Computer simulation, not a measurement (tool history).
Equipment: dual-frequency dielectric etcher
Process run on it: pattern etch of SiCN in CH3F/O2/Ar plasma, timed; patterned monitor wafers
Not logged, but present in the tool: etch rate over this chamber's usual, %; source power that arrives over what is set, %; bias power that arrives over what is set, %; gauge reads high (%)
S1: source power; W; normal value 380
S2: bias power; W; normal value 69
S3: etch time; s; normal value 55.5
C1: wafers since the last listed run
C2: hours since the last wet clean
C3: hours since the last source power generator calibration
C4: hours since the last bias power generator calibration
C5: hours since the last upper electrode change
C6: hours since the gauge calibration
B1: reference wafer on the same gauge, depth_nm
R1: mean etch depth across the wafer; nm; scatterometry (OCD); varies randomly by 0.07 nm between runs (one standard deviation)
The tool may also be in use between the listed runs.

| run | hour | S1 | S2 | S3 | C1 | C2 | C3 | C4 | C5 | C6 | B1 | R1 |
|---|---|---|---|---|---|---|---|---|---|---|---|---|
| 1 | 0 | 350 | 69 | 55.5 | 0 | 361.2 | 3885.9 | 3403.4 | 3679.1 | 646.3 | 16.97 | 20.06 |
|  | 33 | wet clean of the chamber |
| 2 | 57.2 | 350 | 69 | 55.5 | 409 | 24.2 | 3943.1 | 3460.6 | 3736.3 | 703.5 | 17.01 | 19.19 |
| 3 | 99.2 | 350 | 69 | 55.5 | 517 | 66.2 | 3985.1 | 3502.6 | 3778.3 | 745.5 | 17.03 | 19.19 |
| 4 | 126.1 | 450 | 82 | 55.5 | 331 | 93.1 | 4012 | 3529.5 | 3805.2 | 772.4 | 16.99 | 23.46 |
| 5 | 155.1 | 380 | 69 | 61.5 | 357 | 122.1 | 4041 | 3558.5 | 3834.2 | 801.4 | 17.01 | 22.22 |
| 6 | 205.6 | 380 | 69 | 55.5 | 622 | 172.6 | 4091.5 | 3609 | 3884.7 | 851.9 | 16.98 | 20.18 |
| 7 | 276.8 | 380 | 69 | 55.5 | 877 | 243.8 | 4162.7 | 3680.2 | 3955.9 | 923.1 | 16.99 | 20.44 |
| 8 | 308.3 | 380 | 69 | 49 | 388 | 275.3 | 4194.2 | 3711.7 | 3987.4 | 954.6 | 16.98 | 18 |
| 9 | 344.8 | 380 | 69 | 49 | 449 | 311.8 | 4230.7 | 3748.2 | 4023.9 | 991.1 | 16.99 | 18.16 |
|  | 390.8 | wet clean of the chamber |
| 10 | 391.3 | 380 | 69 | 55.5 | 277 | 0.5 | 4277.2 | 3794.7 | 4070.4 | 1037.6 | 17.02 | 19.85 |
| 11 | 409.6 | 380 | 69 | 55.5 | 225 | 18.8 | 4295.5 | 3813 | 4088.7 | 1055.9 | 16.99 | 19.82 |
|  | 428.3 | bias power generator calibrated |
| 12 | 442.4 | 380 | 69 | 55.5 | 354 | 51.6 | 4328.3 | 14.1 | 4121.5 | 1088.7 | 17 | 19.92 |
|  | 468 | source power generator calibrated |
| 13 | 473 | 380 | 69 | 55.5 | 327 | 82.2 | 5 | 44.7 | 4152.1 | 1119.3 | 16.99 | 19.94 |
| 14 | 507.3 | 380 | 58 | 55.5 | 422 | 116.5 | 39.3 | 79 | 4186.4 | 1153.6 | 16.98 | 18.38 |
| 15 | 574.7 | 380 | 69 | 64 | 830 | 183.9 | 106.7 | 146.4 | 4253.8 | 1221 | 17 | 23.34 |
| 16 | 636.7 | 380 | 86 | 46.5 | 764 | 245.9 | 168.7 | 208.4 | 4315.8 | 1283 | 17 | 18.9 |
| 17 | 665 | 380 | 69 | 55.5 | 348 | 274.2 | 197 | 236.7 | 4344.1 | 1311.3 | 17 | 20.51 |
| 18 | 694.8 | 380 | 69 | 63.5 | 367 | 304 | 226.8 | 266.5 | 4373.9 | 1341.1 | 17.01 | 23.46 |
|  | 752.4 | wet clean of the chamber |
| 19 | 752.9 | 380 | 69 | 40.5 | 420 | 0.5 | 284.9 | 324.6 | 4432 | 1399.2 | 16.96 | 14.47 |
| 20 | 772.8 | 430 | 74 | 55.5 | 245 | 20.4 | 304.8 | 344.5 | 4451.9 | 1419.1 | 16.97 | 21.56 |
| 21 | 797.6 | 350 | 74 | 55.5 | 305 | 45.2 | 329.6 | 369.3 | 4476.7 | 1443.9 | 17.02 | 19.94 |
| 22 | 846.1 | 380 | 69 | 55.5 | 597 | 93.7 | 378.1 | 417.8 | 4525.2 | 1492.4 | 16.99 | 20.03 |
|  | 852.1 | gauge calibrated |
| 23 | 877.7 | 380 | 69 | 66.5 | 389 | 125.3 | 409.7 | 449.4 | 4556.8 | 25.6 | 17.02 | 24.06 |
|  | 962.2 | upper electrode replaced |
| 24 | 962.7 | 380 | 55 | 43.5 | 751 | 210.3 | 494.7 | 534.4 | 0.5 | 110.6 | 16.99 | 14.18 |
| 25 | 1002.4 | 430 | 69 | 55.5 | 489 | 250 | 534.4 | 574.1 | 40.2 | 150.3 | 16.98 | 21.55 |
| 26 | 1040.5 | 380 | 64 | 55.5 | 469 | 288.1 | 572.5 | 612.2 | 78.3 | 188.4 | 16.99 | 19.83 |
|  | 1102.6 | wet clean of the chamber |
| 27 | 1103.1 | 310 | 76 | 45.5 | 475 | 0.5 | 635.1 | 674.8 | 140.9 | 251 | 17.01 | 15.54 |
| 28 | 1166.1 | 380 | 69 | 55.5 | 776 | 63.5 | 698.1 | 737.8 | 203.9 | 314 | 17.01 | 19.97 |
| 29 | 1234.5 | 330 | 59 | 64.5 | 843 | 131.9 | 766.5 | 806.2 | 272.3 | 382.4 | 16.98 | 20.37 |
| 30 | 1276.7 | 380 | 69 | 63 | 520 | 174.1 | 808.7 | 848.4 | 314.5 | 424.6 | 17.01 | 22.76 |

Entry by entry between the runs, the difference in hidden state between the last listed run before and the first listed run after:
From run 1 to run 2: wet clean of the chamber (hour 33)
  etch rate over this chamber's usual, %: 4.78 -> 0.23
  measured result minus the result with no hidden state, R1: +0.92 -> +0.05 nm
From run 9 to run 10: wet clean of the chamber (hour 390.8)
  etch rate over this chamber's usual, %: 3.8 -> -0.127
  measured result minus the result with no hidden state, R1: +0.66 -> -0.02 nm
From run 11 to run 12: bias power generator calibrated (hour 428.3)
  etch rate over this chamber's usual, %: 0.0998 -> 0.507
  measured result minus the result with no hidden state, R1: +0.02 -> +0.1 nm
From run 12 to run 13: source power generator calibrated (hour 468)
  etch rate over this chamber's usual, %: 0.507 -> 0.886
  measured result minus the result with no hidden state, R1: +0.1 -> +0.17 nm
From run 18 to run 19: wet clean of the chamber (hour 752.4)
  etch rate over this chamber's usual, %: 3.64 -> 0.188
  measured result minus the result with no hidden state, R1: +0.83 -> +0.03 nm
From run 22 to run 23: gauge calibrated (hour 852.1)
  etch rate over this chamber's usual, %: 1.34 -> 1.74
  measured result minus the result with no hidden state, R1: +0.27 -> +0.41 nm
From run 23 to run 24: upper electrode replaced (hour 962.2)
  etch rate over this chamber's usual, %: 1.74 -> 2.79
  measured result minus the result with no hidden state, R1: +0.41 -> +0.38 nm
From run 26 to run 27: wet clean of the chamber (hour 1102.6)
  etch rate over this chamber's usual, %: 3.76 -> -0.183
  measured result minus the result with no hidden state, R1: +0.72 -> -0.03 nm
